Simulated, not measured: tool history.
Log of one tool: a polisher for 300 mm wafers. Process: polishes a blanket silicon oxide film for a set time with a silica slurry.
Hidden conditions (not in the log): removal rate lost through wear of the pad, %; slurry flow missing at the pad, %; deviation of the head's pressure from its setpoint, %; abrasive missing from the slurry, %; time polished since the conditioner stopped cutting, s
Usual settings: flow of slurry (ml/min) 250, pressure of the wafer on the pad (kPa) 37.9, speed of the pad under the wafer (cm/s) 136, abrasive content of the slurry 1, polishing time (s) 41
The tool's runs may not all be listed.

| run | hour | flow of slurry (ml/min) | pressure of the wafer on the pad (kPa) | speed of the pad under the wafer (cm/s) | abrasive content of the slurry | polishing time (s) | wafers since the last listed run | wafers polished on this pad | hours since the slurry nozzle was cleaned | hours since the head pressure was calibrated | hours since the slurry blender was calibrated | hours since the conditioning disc was replaced | incoming thickness of the incoming film, nm | film removed (angstrom) |
|---|---|---|---|---|---|---|---|---|---|---|---|---|---|---|
| 1 | 0 | 250 | 35.2 | 136 | 1 | 41 | 0 | 308 | 418.1 | 239.7 | 90.5 | 23.2 | 919.4 | 1854 |
| 2 | 8.1 | 250 | 35.2 | 136 | 1 | 41 | 90 | 398 | 426.2 | 247.8 | 98.6 | 31.3 | 926 | 1862 |
| 3 | 17.5 | 250 | 35.2 | 136 | 1 | 41 | 104 | 503 | 435.6 | 257.2 | 108 | 40.7 | 919.2 | 1856 |
|  | 44.5 | worn pad replaced by a new one |
|  | 53.1 | slurry blender recalibrated |
| 4 | 59.7 | 305 | 37.9 | 136 | 1 | 41 | 402 | 146 | 477.8 | 299.4 | 6.6 | 82.9 | 929.6 | 2097 |
| 5 | 68.3 | 250 | 37.9 | 136 | 1 | 41 | 95 | 242 | 486.4 | 308 | 15.2 | 91.5 | 918.6 | 2122 |
| 6 | 75.9 | 250 | 37.9 | 136 | 1 | 41 | 84 | 326 | 494 | 315.6 | 22.8 | 99.1 | 926.8 | 2058 |
| 7 | 85.6 | 250 | 37.9 | 136 | 1 | 41 | 107 | 434 | 503.7 | 325.3 | 32.5 | 108.8 | 919.3 | 2015 |
| 8 | 100.5 | 250 | 37.9 | 136 | 1 | 41 | 165 | 600 | 518.6 | 340.2 | 47.4 | 123.7 | 908.5 | 2102 |
| 9 | 108.9 | 250 | 37.9 | 136 | 1 | 41 | 93 | 693 | 527 | 348.6 | 55.8 | 132.1 | 920.6 | 2002 |
|  | 116.6 | worn pad replaced by a new one |
| 10 | 123.9 | 250 | 37.9 | 136 | 1 | 41 | 122 | 81 | 542 | 363.6 | 70.8 | 147.1 | 920.8 | 2030 |
| 11 | 136.7 | 250 | 37.9 | 136 | 1 | 41 | 142 | 223 | 554.8 | 376.4 | 83.6 | 159.9 | 926.5 | 1994 |
| 12 | 143.8 | 250 | 37.9 | 136 | 1 | 41 | 78 | 302 | 561.9 | 383.5 | 90.7 | 167 | 931.6 | 1963 |
| 13 | 152.7 | 250 | 37.9 | 136 | 1 | 41 | 98 | 401 | 570.8 | 392.4 | 99.6 | 175.9 | 910.9 | 2029 |
| 14 | 170.5 | 200 | 37.9 | 106 | 1 | 41 | 197 | 599 | 588.6 | 410.2 | 117.4 | 193.7 | 921.4 | 1540 |
|  | 175.6 | head pressure recalibrated |
|  | 185.8 | worn pad replaced by a new one |
| 15 | 193.6 | 250 | 45.5 | 136 | 1 | 41 | 190 | 86 | 611.7 | 18 | 140.5 | 216.8 | 923 | 2296 |
|  | 200.6 | slurry nozzle cleaned |
| 16 | 202.1 | 250 | 37.9 | 136 | 1 | 41 | 83 | 170 | 1.5 | 26.5 | 149 | 225.3 | 917.9 | 1900 |
|  | 212.6 | slurry blender recalibrated |
| 17 | 218.9 | 195 | 27.6 | 136 | 0.75 | 53 | 164 | 334 | 18.3 | 43.3 | 6.3 | 242.1 | 934.8 | 1669 |
| 18 | 231.9 | 250 | 35.2 | 136 | 1 | 41 | 144 | 479 | 31.3 | 56.3 | 19.3 | 255.1 | 912.2 | 1919 |
| 19 | 240.3 | 250 | 26.2 | 154 | 1.2 | 41 | 93 | 572 | 39.7 | 64.7 | 27.7 | 263.5 | 921.1 | 1726 |
|  | 255.3 | conditioning disc replaced and pad reconditioned |
|  | 267.3 | worn pad replaced by a new one |
| 20 | 271.9 | 250 | 37.9 | 136 | 1.2 | 35 | 284 | 51 | 71.3 | 96.3 | 59.3 | 16.6 | 927.6 | 1860 |
| 21 | 288 | 250 | 37.9 | 136 | 1 | 33 | 179 | 230 | 87.4 | 112.4 | 75.4 | 32.7 | 927.8 | 1611 |
| 22 | 297.1 | 250 | 37.9 | 136 | 1.25 | 41 | 101 | 331 | 96.5 | 121.5 | 84.5 | 41.8 | 915.3 | 2216 |
| 23 | 307 | 320 | 37.9 | 136 | 1.3 | 31 | 110 | 441 | 106.4 | 131.4 | 94.4 | 51.7 | 920.9 | 1727 |
| 24 | 339.6 | 250 | 37.9 | 136 | 1 | 41 | 362 | 804 | 139 | 164 | 127 | 84.3 | 915.9 | 1941 |

List, for all runs, the conditions of the tool that the log does not record:
removal rate lost through wear of the pad, %: 0, the same for each run
slurry flow missing at the pad, %: 0, the same for each run
deviation of the head's pressure from its setpoint, %: 0, the same for each run
time polished since the conditioner stopped cutting, s: 0, the same for each run
H1: abrasive missing from the slurry, %
| run | H1 |
|---|---|
| 1 | 7.06 |
| 2 | 8.24 |
| 3 | 9.74 |
| 4 | 1.28 |
| 5 | 1.42 |
| 6 | 1.64 |
| 7 | 2.06 |
| 8 | 2.97 |
| 9 | 3.64 |
| 10 | 5.11 |
| 11 | 6.63 |
| 12 | 7.59 |
| 13 | 8.89 |
| 14 | 11.9 |
| 15 | 16.5 |
| 16 | 18.4 |
| 17 | 1.19 |
| 18 | 1.44 |
| 19 | 1.75 |
| 20 | 3.87 |
| 21 | 5.55 |
| 22 | 6.67 |
| 23 | 8.04 |
| 24 | 13.6 |

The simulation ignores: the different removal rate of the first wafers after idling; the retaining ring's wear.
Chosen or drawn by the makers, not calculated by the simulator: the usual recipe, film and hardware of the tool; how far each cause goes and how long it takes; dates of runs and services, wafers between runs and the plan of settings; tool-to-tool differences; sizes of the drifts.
